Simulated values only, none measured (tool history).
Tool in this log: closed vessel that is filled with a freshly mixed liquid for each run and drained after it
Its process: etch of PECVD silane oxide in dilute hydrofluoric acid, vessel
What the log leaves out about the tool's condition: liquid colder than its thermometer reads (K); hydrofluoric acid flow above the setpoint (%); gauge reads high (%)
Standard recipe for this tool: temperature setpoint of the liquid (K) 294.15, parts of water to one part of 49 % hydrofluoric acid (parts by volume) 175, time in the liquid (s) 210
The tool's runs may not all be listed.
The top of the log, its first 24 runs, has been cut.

run    hour  temperature setpoint of the liquid (K)  parts of water to one part of 49 % hydrofluoric acid (parts by volume)  time in the liquid (s)  wafers since the last listed run  hours since the thermometer was replaced  hours since the hydrofluoric acid flow meter was replaced  hours since the gauge calibration  read-back film thickness of the PECVD silane oxide reference wafer, read on the same gauge (nm)  thickness taken off the PECVD silane oxide on a monitor wafer (Å)
 25  1252.7                                  294.15                                                                     175                     210                              4959                                     262.4                                                      318.8                               82.5                                                                                           119.99                                                              222.3
 26  1318.8                                  294.15                                                                     175                     255                              5348                                     328.5                                                      384.9                              148.6                                                                                           120.03                                                              273.6
 27  1350.8                                  294.15                                                                     175                     320                              2589                                     360.5                                                      416.9                              180.6                                                                                           120.02                                                              343.8
     1356.2  -- hydrofluoric acid flow meter replaced
 28  1412.9                                  294.15                                                                     120                     175                              4943                                     422.6                                                       56.7                              242.7                                                                                           119.96                                                              285.7
 29  1458.6                                  299.15                                                                     120                     300                              3697                                     468.3                                                      102.4                              288.4                                                                                           120.04                                                              597.2
 30    1498                                  290.15                                                                     220                     120                              3187                                     507.7                                                      141.8                              327.8                                                                                           119.99                                                               82.4
 31  1529.5                                  294.15                                                                      90                     210                              2548                                     539.2                                                      173.3                              359.3                                                                                           119.96                                                              474.6
 32  1569.2                                  290.15                                                                     145                     310                              3212                                     578.9                                                        213                                399                                                                                              120                                                              349.1

Forecast each of these 4 alternatives for the next run:
  A  1569.9                                  294.15                                                                     175                     210                                56                                     579.6                                                      213.7                              399.7                                                                                                ?                                                                  ?
  B  1569.9                                  291.65                                                                     260                      95                                56                                     579.6                                                      213.7                              399.7                                                                                                ?                                                                  ?
  C  1569.9                                  297.65                                                                     245                      95                                56                                     579.6                                                      213.7                              399.7                                                                                                ?                                                                  ?
  D  1569.9                                  290.15                                                                     130                     130                                56                                     579.6                                                      213.7                              399.7                                                                                                ?                                                                  ?

run  read-back film thickness of the PECVD silane oxide reference wafer, read on the same gauge (nm)  thickness taken off the PECVD silane oxide on a monitor wafer (Å)
  A                                                                                           120.01                                                              222.2
  B                                                                                           120.01                                                               56.7
  C                                                                                           120.01                                                               76.1
  D                                                                                           120.01                                                              164.9
What these runs would have given with no unlogged condition in the tool:
run  thickness taken off the PECVD silane oxide on a monitor wafer (Å)
  A                                                              219.6
  B                                                                 56
  C                                                               75.2
  D                                                              163.1
